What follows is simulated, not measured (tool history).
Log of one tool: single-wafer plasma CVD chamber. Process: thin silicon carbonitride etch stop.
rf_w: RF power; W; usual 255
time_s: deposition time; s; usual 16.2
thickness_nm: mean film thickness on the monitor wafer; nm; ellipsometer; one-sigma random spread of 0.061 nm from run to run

| run | hour | rf_w | time_s | read-back reference wafer on the same gauge, thickness_nm | thickness_nm |
|---|---|---|---|---|---|
| 1 | 0.0 | 255 | 17.5 | 11.105 | 11.093 |
| 2 | 37.7 | 255 | 17.5 | 11.086 | 11.143 |
|  | 100.5 | gauge calibrated |
| 3 | 109.1 | 240 | 16.2 | 11.119 | 10.123 |
|  | 137.8 | RF generator calibrated |
| 4 | 160.6 | 240 | 16.2 | 11.089 | 10.163 |
| 5 | 263.6 | 240 | 16.2 | 11.093 | 10.240 |
| 6 | 338.4 | 255 | 16.2 | 11.091 | 10.252 |
| 7 | 432.1 | 215 | 16.2 | 11.078 | 9.678 |
| 8 | 521.5 | 215 | 16.2 | 11.073 | 9.649 |
| 9 | 588.9 | 215 | 16.2 | 11.087 | 9.623 |
| 10 | 679.9 | 255 | 16.2 | 11.101 | 10.458 |
| 11 | 721.6 | 255 | 16.2 | 11.106 | 10.334 |
|  | 730.4 | showerhead replaced |
| 12 | 774.1 | 230 | 16.2 | 11.093 | 9.827 |
| 13 | 813.3 | 265 | 17.3 | 11.107 | 11.221 |
| 14 | 850.0 | 265 | 17.3 | 11.075 | 11.259 |
| 15 | 940.5 | 255 | 14.3 | 11.119 | 9.156 |
| 16 | 1035.5 | 295 | 13.4 | 11.100 | 9.094 |
| 17 | 1093.2 | 275 | 17.2 | 11.105 | 11.268 |
|  | 1118.1 | RF generator calibrated |
| 18 | 1154.4 | 255 | 14.6 | 11.106 | 9.304 |
|  | 1312.5 | gauge calibrated |
| 19 | 1354.7 | 295 | 16.2 | 11.119 | 11.075 |
| 20 | 1416.8 | 255 | 16.2 | 11.103 | 10.262 |
| 21 | 1512.7 | 235 | 14.5 | 11.090 | 8.951 |
|  | 1568.3 | thermocouple changed; heater temperature recalibrated |
| 22 | 1568.8 | 225 | 15.0 | 11.089 | 9.080 |
| 23 | 1639.7 | 255 | 17.1 | 11.096 | 10.852 |
| 24 | 1685.6 | 280 | 19.3 | 11.107 | 12.682 |
| 25 | 1742.9 | 255 | 16.2 | 11.099 | 10.332 |
| 26 | 1974.3 | 275 | 16.2 | 11.085 | 10.690 |
| 27 | 2069.3 | 255 | 16.2 | 11.106 | 10.381 |
|  | 2141.8 | RF generator calibrated |
| 28 | 2159.3 | 285 | 17.0 | 11.077 | 11.154 |
| 29 | 2200.3 | 255 | 13.7 | 11.100 | 8.792 |
| 30 | 2241.2 | 235 | 14.4 | 11.115 | 8.909 |

Below are 5 alternative next runs, each starting from the tool's condition after run 30. Predict each:
| A | 2241.6 | 210 | 16.2 | ? | ? |
| B | 2241.6 | 210 | 17.0 | ? | ? |
| C | 2241.6 | 295 | 13.8 | ? | ? |
| D | 2241.6 | 255 | 15.0 | ? | ? |
| E | 2241.6 | 285 | 15.0 | ? | ? |

| run | read-back reference wafer on the same gauge, thickness_nm | thickness_nm |
|---|---|---|
| A | 11.095 | 9.644 |
| B | 11.095 | 10.120 |
| C | 11.095 | 9.393 |
| D | 11.095 | 9.657 |
| E | 11.095 | 10.078 |
Without the tool's hidden state the same runs would have given:
| run | thickness_nm |
|---|---|
| A | 9.644 |
| B | 10.120 |
| C | 9.393 |
| D | 9.657 |
| E | 10.078 |
